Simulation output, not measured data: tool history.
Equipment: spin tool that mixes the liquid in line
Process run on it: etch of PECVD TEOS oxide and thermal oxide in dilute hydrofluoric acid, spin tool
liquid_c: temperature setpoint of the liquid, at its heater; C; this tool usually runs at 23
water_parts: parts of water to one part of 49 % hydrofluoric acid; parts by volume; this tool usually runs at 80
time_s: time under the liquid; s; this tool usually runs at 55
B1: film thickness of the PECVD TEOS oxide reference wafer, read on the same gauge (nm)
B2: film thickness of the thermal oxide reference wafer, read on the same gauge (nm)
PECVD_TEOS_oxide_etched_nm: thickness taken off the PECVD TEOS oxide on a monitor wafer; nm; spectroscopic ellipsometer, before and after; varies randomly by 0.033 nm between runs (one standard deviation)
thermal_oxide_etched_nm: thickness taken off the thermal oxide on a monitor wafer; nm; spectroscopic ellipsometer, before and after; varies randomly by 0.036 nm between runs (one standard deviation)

{"run": 1, "hour": 0.0, "liquid_c": 23, "water_parts": 80, "time_s": 55, "B1": 40.02, "B2": 80.029, "PECVD_TEOS_oxide_etched_nm": 8.94, "thermal_oxide_etched_nm": 3.047}
{"run": 2, "hour": 17.7, "liquid_c": 23, "water_parts": 80, "time_s": 80, "B1": 40.02, "B2": 79.994, "PECVD_TEOS_oxide_etched_nm": 12.96, "thermal_oxide_etched_nm": 4.287}
{"run": 3, "hour": 35.9, "liquid_c": 23, "water_parts": 80, "time_s": 75, "B1": 40, "B2": 80.006, "PECVD_TEOS_oxide_etched_nm": 12.26, "thermal_oxide_etched_nm": 4.047}
{"run": 4, "hour": 67.8, "liquid_c": 20, "water_parts": 80, "time_s": 45, "B1": 39.98, "B2": 79.967, "PECVD_TEOS_oxide_etched_nm": 6.43, "thermal_oxide_etched_nm": 2.131}
{"run": 5, "hour": 99.7, "liquid_c": 23, "water_parts": 80, "time_s": 55, "B1": 39.97, "B2": 80.016, "PECVD_TEOS_oxide_etched_nm": 8.88, "thermal_oxide_etched_nm": 2.922}
{"run": 6, "hour": 120.8, "liquid_c": 23, "water_parts": 80, "time_s": 55, "B1": 40.01, "B2": 80.035, "PECVD_TEOS_oxide_etched_nm": 8.87, "thermal_oxide_etched_nm": 2.991}
{"run": 7, "hour": 152.1, "liquid_c": 23, "water_parts": 65, "time_s": 55, "B1": 39.99, "B2": 80.007, "PECVD_TEOS_oxide_etched_nm": 11.14, "thermal_oxide_etched_nm": 3.796}
{"run": 8, "hour": 183.2, "liquid_c": 23, "water_parts": 65, "time_s": 55, "B1": 39.98, "B2": 80.015, "PECVD_TEOS_oxide_etched_nm": 11.09, "thermal_oxide_etched_nm": 3.748}
{"run": 9, "hour": 203.2, "liquid_c": 23, "water_parts": 65, "time_s": 55, "B1": 39.97, "B2": 79.975, "PECVD_TEOS_oxide_etched_nm": 11.12, "thermal_oxide_etched_nm": 3.69}
{"run": 10, "hour": 220.6, "liquid_c": 23, "water_parts": 80, "time_s": 55, "B1": 39.97, "B2": 80.005, "PECVD_TEOS_oxide_etched_nm": 8.86, "thermal_oxide_etched_nm": 2.924}
{"run": 11, "hour": 239.9, "liquid_c": 23, "water_parts": 80, "time_s": 55, "B1": 40.01, "B2": 80.016, "PECVD_TEOS_oxide_etched_nm": 8.88, "thermal_oxide_etched_nm": 3.005}
{"run": 12, "hour": 272.5, "liquid_c": 23, "water_parts": 80, "time_s": 55, "B1": 40.01, "B2": 79.999, "PECVD_TEOS_oxide_etched_nm": 8.8, "thermal_oxide_etched_nm": 3.003}
{"run": 13, "hour": 302.2, "liquid_c": 23, "water_parts": 80, "time_s": 55, "B1": 40.01, "B2": 80.022, "PECVD_TEOS_oxide_etched_nm": 8.81, "thermal_oxide_etched_nm": 2.942}
{"hour": 330.0, "done": "hydrofluoric acid flow meter replaced"}
{"run": 14, "hour": 335.3, "liquid_c": 21.5, "water_parts": 95, "time_s": 55, "B1": 39.98, "B2": 79.991, "PECVD_TEOS_oxide_etched_nm": 6.84, "thermal_oxide_etched_nm": 2.265}
{"run": 15, "hour": 365.5, "liquid_c": 23, "water_parts": 80, "time_s": 55, "B1": 40.04, "B2": 80.007, "PECVD_TEOS_oxide_etched_nm": 8.79, "thermal_oxide_etched_nm": 2.924}
{"hour": 372.6, "done": "gauge calibrated"}
{"run": 16, "hour": 390.6, "liquid_c": 24.5, "water_parts": 110, "time_s": 35, "B1": 40.02, "B2": 79.963, "PECVD_TEOS_oxide_etched_nm": 4.17, "thermal_oxide_etched_nm": 1.407}
{"run": 17, "hour": 419.1, "liquid_c": 23, "water_parts": 100, "time_s": 25, "B1": 39.98, "B2": 80.015, "PECVD_TEOS_oxide_etched_nm": 3.12, "thermal_oxide_etched_nm": 1.06}
{"run": 18, "hour": 449.2, "liquid_c": 23, "water_parts": 80, "time_s": 55, "B1": 40.05, "B2": 79.983, "PECVD_TEOS_oxide_etched_nm": 8.76, "thermal_oxide_etched_nm": 2.989}
{"run": 19, "hour": 466.8, "liquid_c": 23, "water_parts": 65, "time_s": 55, "B1": 39.99, "B2": 80.041, "PECVD_TEOS_oxide_etched_nm": 10.98, "thermal_oxide_etched_nm": 3.679}

Run 20, settings as shown, results not yet in. Your forecast:
{"run": 20, "hour": 501.3, "liquid_c": 20.5, "water_parts": 80, "time_s": 30, "B1": "?", "B2": "?", "PECVD_TEOS_oxide_etched_nm": "?", "thermal_oxide_etched_nm": "?"}

{"run 20": {"B1": 40, "B2": 79.976, "PECVD_TEOS_oxide_etched_nm": 4.29, "thermal_oxide_etched_nm": 1.448}}
Minus the tool's unlogged condition, the same run would have read PECVD_TEOS_oxide_etched_nm 4.76 nm, thermal_oxide_etched_nm 1.608 nm.
